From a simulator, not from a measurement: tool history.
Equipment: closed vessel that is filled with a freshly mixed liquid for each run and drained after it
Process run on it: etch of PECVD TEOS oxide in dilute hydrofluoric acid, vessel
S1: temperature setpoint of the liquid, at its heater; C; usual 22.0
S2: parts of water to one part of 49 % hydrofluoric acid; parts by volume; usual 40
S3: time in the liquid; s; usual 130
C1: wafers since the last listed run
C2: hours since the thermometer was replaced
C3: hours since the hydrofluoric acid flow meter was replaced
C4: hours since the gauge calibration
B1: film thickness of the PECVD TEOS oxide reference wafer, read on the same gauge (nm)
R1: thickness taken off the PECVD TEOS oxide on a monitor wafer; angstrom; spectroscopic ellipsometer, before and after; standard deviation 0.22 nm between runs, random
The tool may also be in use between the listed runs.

{"run": 1, "hour": 0.0, "S1": 22.0, "S2": 40, "S3": 130, "C1": 0, "C2": 817.3, "C3": 88.8, "C4": 743.8, "B1": 80.0, "R1": 355.5}
{"run": 2, "hour": 46.8, "S1": 22.0, "S2": 40, "S3": 130, "C1": 3654, "C2": 864.1, "C3": 135.6, "C4": 790.6, "B1": 80.03, "R1": 354.3}
{"hour": 64.7, "done": "gauge calibrated"}
{"run": 3, "hour": 99.6, "S1": 18.5, "S2": 40, "S3": 130, "C1": 4123, "C2": 916.9, "C3": 188.4, "C4": 34.9, "B1": 80.0, "R1": 300.3}
{"run": 4, "hour": 138.5, "S1": 18.5, "S2": 40, "S3": 130, "C1": 3037, "C2": 955.8, "C3": 227.3, "C4": 73.8, "B1": 79.99, "R1": 301.0}
{"run": 5, "hour": 170.6, "S1": 22.0, "S2": 40, "S3": 130, "C1": 2506, "C2": 987.9, "C3": 259.4, "C4": 105.9, "B1": 80.0, "R1": 348.5}
{"run": 6, "hour": 241.4, "S1": 22.0, "S2": 40, "S3": 130, "C1": 5528, "C2": 1058.7, "C3": 330.2, "C4": 176.7, "B1": 80.03, "R1": 348.2}
{"run": 7, "hour": 288.7, "S1": 22.0, "S2": 40, "S3": 130, "C1": 3693, "C2": 1106.0, "C3": 377.5, "C4": 224.0, "B1": 80.04, "R1": 344.6}
{"run": 8, "hour": 314.3, "S1": 22.0, "S2": 40, "S3": 130, "C1": 1999, "C2": 1131.6, "C3": 403.1, "C4": 249.6, "B1": 79.99, "R1": 343.2}
{"run": 9, "hour": 380.4, "S1": 22.0, "S2": 40, "S3": 130, "C1": 5161, "C2": 1197.7, "C3": 469.2, "C4": 315.7, "B1": 80.01, "R1": 340.9}
{"run": 10, "hour": 408.3, "S1": 22.0, "S2": 40, "S3": 130, "C1": 2178, "C2": 1225.6, "C3": 497.1, "C4": 343.6, "B1": 79.97, "R1": 341.6}
{"run": 11, "hour": 436.7, "S1": 22.0, "S2": 40, "S3": 130, "C1": 2217, "C2": 1254.0, "C3": 525.5, "C4": 372.0, "B1": 80.03, "R1": 338.6}
{"run": 12, "hour": 473.6, "S1": 22.0, "S2": 40, "S3": 130, "C1": 2881, "C2": 1290.9, "C3": 562.4, "C4": 408.9, "B1": 80.01, "R1": 337.1}
{"run": 13, "hour": 652.6, "S1": 22.0, "S2": 40, "S3": 130, "C1": 13977, "C2": 1469.9, "C3": 741.4, "C4": 587.9, "B1": 80.02, "R1": 336.2}
{"run": 14, "hour": 801.4, "S1": 22.0, "S2": 40, "S3": 130, "C1": 11619, "C2": 1618.7, "C3": 890.2, "C4": 736.7, "B1": 79.98, "R1": 329.4}
{"hour": 841.9, "done": "hydrofluoric acid flow meter replaced"}
{"hour": 847.9, "done": "gauge calibrated"}
{"run": 15, "hour": 852.4, "S1": 18.0, "S2": 30, "S3": 130, "C1": 3904, "C2": 1669.7, "C3": 10.5, "C4": 4.5, "B1": 80.01, "R1": 390.4}
{"hour": 857.7, "done": "thermometer replaced"}
{"run": 16, "hour": 894.5, "S1": 22.0, "S2": 20, "S3": 85, "C1": 3209, "C2": 36.8, "C3": 52.6, "C4": 46.6, "B1": 80.0, "R1": 490.5}
{"run": 17, "hour": 966.4, "S1": 20.0, "S2": 40, "S3": 130, "C1": 5614, "C2": 108.7, "C3": 124.5, "C4": 118.5, "B1": 80.0, "R1": 332.3}
{"run": 18, "hour": 1004.4, "S1": 22.0, "S2": 40, "S3": 130, "C1": 2967, "C2": 146.7, "C3": 162.5, "C4": 156.5, "B1": 80.01, "R1": 357.0}
{"run": 19, "hour": 1060.4, "S1": 22.0, "S2": 40, "S3": 130, "C1": 4372, "C2": 202.7, "C3": 218.5, "C4": 212.5, "B1": 79.99, "R1": 363.7}
{"run": 20, "hour": 1121.5, "S1": 22.0, "S2": 60, "S3": 130, "C1": 4771, "C2": 263.8, "C3": 279.6, "C4": 273.6, "B1": 80.01, "R1": 231.4}
{"run": 21, "hour": 1316.3, "S1": 22.0, "S2": 40, "S3": 130, "C1": 15211, "C2": 458.6, "C3": 474.4, "C4": 468.4, "B1": 79.99, "R1": 349.1}
{"run": 22, "hour": 1385.7, "S1": 22.0, "S2": 55, "S3": 90, "C1": 5419, "C2": 528.0, "C3": 543.8, "C4": 537.8, "B1": 80.0, "R1": 172.0}
{"run": 23, "hour": 1435.6, "S1": 26.0, "S2": 20, "S3": 70, "C1": 3896, "C2": 577.9, "C3": 593.7, "C4": 587.7, "B1": 80.0, "R1": 452.6}
{"run": 24, "hour": 1473.8, "S1": 20.5, "S2": 30, "S3": 200, "C1": 2982, "C2": 616.1, "C3": 631.9, "C4": 625.9, "B1": 80.02, "R1": 674.2}
{"run": 25, "hour": 1507.6, "S1": 17.5, "S2": 50, "S3": 50, "C1": 2639, "C2": 649.9, "C3": 665.7, "C4": 659.7, "B1": 80.01, "R1": 85.1}
{"run": 26, "hour": 1555.0, "S1": 22.0, "S2": 40, "S3": 130, "C1": 3701, "C2": 697.3, "C3": 713.1, "C4": 707.1, "B1": 80.01, "R1": 342.9}
{"hour": 1604.5, "done": "gauge calibrated"}
{"run": 27, "hour": 1618.5, "S1": 22.0, "S2": 40, "S3": 130, "C1": 4958, "C2": 760.8, "C3": 776.6, "C4": 14.0, "B1": 79.99, "R1": 340.1}
{"run": 28, "hour": 1652.4, "S1": 25.5, "S2": 30, "S3": 205, "C1": 2647, "C2": 794.7, "C3": 810.5, "C4": 47.9, "B1": 80.01, "R1": 833.7}

The same runs without the tool's hidden state, with the same run-to-run variation:
Hidden state present: liquid colder than its thermometer reads (K); hydrofluoric acid flow below the setpoint (%); gauge reads high (%).
run=1 R1=372.6
run=2 R1=373.0
run=3 R1=318.1
run=4 R1=320.0
run=5 R1=371.1
run=6 R1=373.6
run=7 R1=371.3
run=8 R1=370.7
run=9 R1=370.7
run=10 R1=372.4
run=11 R1=370.1
run=12 R1=369.9
run=13 R1=375.4
run=14 R1=373.2
run=15 R1=422.4
run=16 R1=500.4
run=17 R1=341.5
run=18 R1=368.2
run=19 R1=377.0
run=20 R1=241.3
run=21 R1=370.9
run=22 R1=184.0
run=23 R1=485.9
run=24 R1=727.5
run=25 R1=92.2
run=26 R1=372.8
run=27 R1=372.2
run=28 R1=914.1
